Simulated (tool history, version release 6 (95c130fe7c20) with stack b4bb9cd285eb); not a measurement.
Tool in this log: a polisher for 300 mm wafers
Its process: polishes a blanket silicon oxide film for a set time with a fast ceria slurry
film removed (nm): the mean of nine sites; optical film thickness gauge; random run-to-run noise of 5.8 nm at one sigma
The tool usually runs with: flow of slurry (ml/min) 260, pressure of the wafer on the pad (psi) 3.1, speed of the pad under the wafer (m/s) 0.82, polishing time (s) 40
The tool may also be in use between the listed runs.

run,hour,flow of slurry (ml/min),pressure of the wafer on the pad (psi),speed of the pad under the wafer (m/s),polishing time (s),wafers since the last listed run,wafers polished on this pad,hours since the slurry nozzle was cleaned,hours since the head pressure was calibrated,"incoming thickness of the incoming film, nm",film removed (nm)
1,0,260,3.1,0.82,31,0,1411,481.1,849.5,1651,384.8
# hour 25.7: slurry nozzle cleaned
2,28.1,260,3.1,0.74,40,370,1781,2.4,877.6,1611.2,444.8
# hour 42.4: worn pad replaced by a new one
3,96.7,260,3.1,0.74,40,882,740,71,946.2,1628.9,478.9
4,125.6,260,3.1,0.74,40,394,1135,99.9,975.1,1629.1,475.7
# hour 191.8: worn pad replaced by a new one
5,192.3,260,3.1,0.82,40,856,6,166.6,1041.8,1625.2,537.9
6,228,260,3.1,0.82,40,487,494,202.3,1077.5,1598.4,531.6
# hour 277.9: head pressure recalibrated
7,296.8,260,3.1,0.82,40,912,1406,271.1,18.9,1646.1,457
# hour 342.6: worn pad replaced by a new one
# hour 447.7: slurry nozzle cleaned
8,473.6,260,3.1,0.82,46,2346,1775,25.9,195.7,1629.7,525.5
9,504.8,330,3.7,0.72,40,426,2201,57.1,226.9,1636.3,480.9
# hour 515: worn pad replaced by a new one
10,562.8,340,4.1,1.08,50,737,652,115.1,284.9,1610,1082.1
11,603.8,260,3.1,1.06,40,559,1212,156.1,325.9,1603.7,613.2
# hour 661.8: worn pad replaced by a new one
12,667.3,260,3.1,0.82,46,812,75,219.6,389.4,1661.6,590.9
13,735.8,205,3.9,0.68,50,935,1010,288.1,457.9,1619.9,665.7
14,798.3,260,2.5,0.82,26,853,1864,350.6,520.4,1621.9,250.4

Forecast each of these 5 alternatives for the next run:
A,798.7,260,3.1,0.68,40,5,1869,351,520.8,1628.6,?
B,798.7,260,3.1,0.54,46,5,1869,351,520.8,1628.6,?
C,798.7,185,2.2,0.72,40,5,1869,351,520.8,1628.6,?
D,798.7,260,3.5,0.92,46,5,1869,351,520.8,1628.6,?
E,798.7,260,3.1,0.68,28,5,1869,351,520.8,1628.6,?

run,film removed (nm)
A,401.8
B,388.6
C,284.3
D,663.7
E,281.2
With the hidden condition removed and each run's random variation left untouched, the same runs would have given:
run,film removed (nm)
A,410.4
B,397
C,290.4
D,678
E,287.3
